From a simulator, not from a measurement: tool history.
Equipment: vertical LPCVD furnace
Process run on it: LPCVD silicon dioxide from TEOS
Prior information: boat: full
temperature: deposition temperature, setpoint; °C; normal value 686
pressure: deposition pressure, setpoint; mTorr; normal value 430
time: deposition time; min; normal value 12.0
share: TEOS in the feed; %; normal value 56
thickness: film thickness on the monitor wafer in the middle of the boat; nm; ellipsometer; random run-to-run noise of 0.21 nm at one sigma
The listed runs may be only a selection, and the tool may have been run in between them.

run    hour  temperature  pressure  time  share  read-back reference wafer on the same gauge, thickness  thickness
  1     0.0          686       395  10.0     56                                                   54.91      55.09
  2    46.3          686       395  10.0     56                                                   54.98      54.83
  3   100.2          686       515  12.0     56                                                   54.97      75.09
  4   131.8          686       515  12.0     56                                                   55.03      75.40
  5   171.8          686       515  12.0     56                                                   54.99      75.92
  6   232.4          686       430  12.0     56                                                   55.04      69.28
      289.6  -- pressure gauge zeroed
  7   290.1          686       430  12.0     64                                                   55.01      73.81
  8   304.0          686       430  12.0     64                                                   54.99      73.74
  9   367.8          682       430  12.0     56                                                   55.04      62.84
 10   435.6          682       430  12.0     56                                                   55.05      62.68
 11   478.8          682       430  12.0     56                                                   54.98      62.96
 12   533.2          686       465   9.0     56                                                   54.95      53.93
 13   580.7          692       475  12.0     56                                                   55.01      84.23
 14   634.7          695       475  12.0     60                                                   55.10      93.13
 15   686.8          686       430  14.5     56                                                   54.97      83.61
      692.6  -- gauge calibrated
 16   721.5          686       430  12.0     65                                                   54.97      74.68
 17   764.0          677       430  12.0     62                                                   55.06      58.39
 18   790.9          683       510  14.5     64                                                   54.99      90.84
 19   825.9          686       385  12.0     56                                                   54.93      65.61
      863.5  -- thermocouples replaced and temperature profile calibrated
 20   889.6          686       430  15.0     56                                                   55.01      87.83
 21   917.2          694       535   9.5     61                                                   54.93      78.02
      948.1  -- TEOS flow controller replaced
 22   971.0          675       430  12.0     56                                                   55.01      54.16
 23  1035.2          686       370   9.5     56                                                   55.03      51.99
 24  1093.6          686       480  15.5     62                                                   55.04     101.17
 25  1152.3          675       430  10.0     56                                                   55.06      45.18
 26  1183.3          686       430  14.5     66                                                   54.95      92.40
     1216.4  -- thermocouples replaced and temperature profile calibrated, repeated, since the last time left the tool worse
 27  1245.9          681       400  10.5     56                                                   55.01      51.29
 28  1294.0          683       510  14.5     64                                                   54.98      89.58
 29  1363.3          686       430  12.0     56                                                   55.06      68.51
 30  1400.0          686       430  12.0     56                                                   54.97      68.48

For some of the steps in thickness from one run to the next: how much would appear even if the tool had no hidden state, given the settings, what came in and random variation, and how much remains for the hidden state plus any gauge scatter that the measured result and the result without hidden state don't share?
The tool's hidden condition here consists of: true tube temperature minus thermocouple reading, K; true pressure minus gauge reading, mTorr; deviation of the TEOS flow from its setpoint, %; gauge reads high (%).
Run 23 -> 24: pressure 370 -> 480, time 9.5 -> 15.5, share 56 -> 62. thickness +49.18 nm: hidden state +1.69, all else +47.49.
Run 24 -> 25: temperature 686 -> 675, pressure 480 -> 430, time 15.5 -> 10.0, share 62 -> 56. thickness -55.99 nm: hidden state -1.82, all else -54.17.
Run 25 -> 26: temperature 675 -> 686, time 10.0 -> 14.5, share 56 -> 66. thickness +47.22 nm: hidden state +1.62, all else +45.60.
Run 26 -> 27: temperature 686 -> 681, pressure 430 -> 400, time 14.5 -> 10.5, share 66 -> 56, thermocouples replaced and temperature profile calibrated, repeated, since the last time left the tool worse. thickness -41.11 nm: hidden state -3.13, all else -37.98.

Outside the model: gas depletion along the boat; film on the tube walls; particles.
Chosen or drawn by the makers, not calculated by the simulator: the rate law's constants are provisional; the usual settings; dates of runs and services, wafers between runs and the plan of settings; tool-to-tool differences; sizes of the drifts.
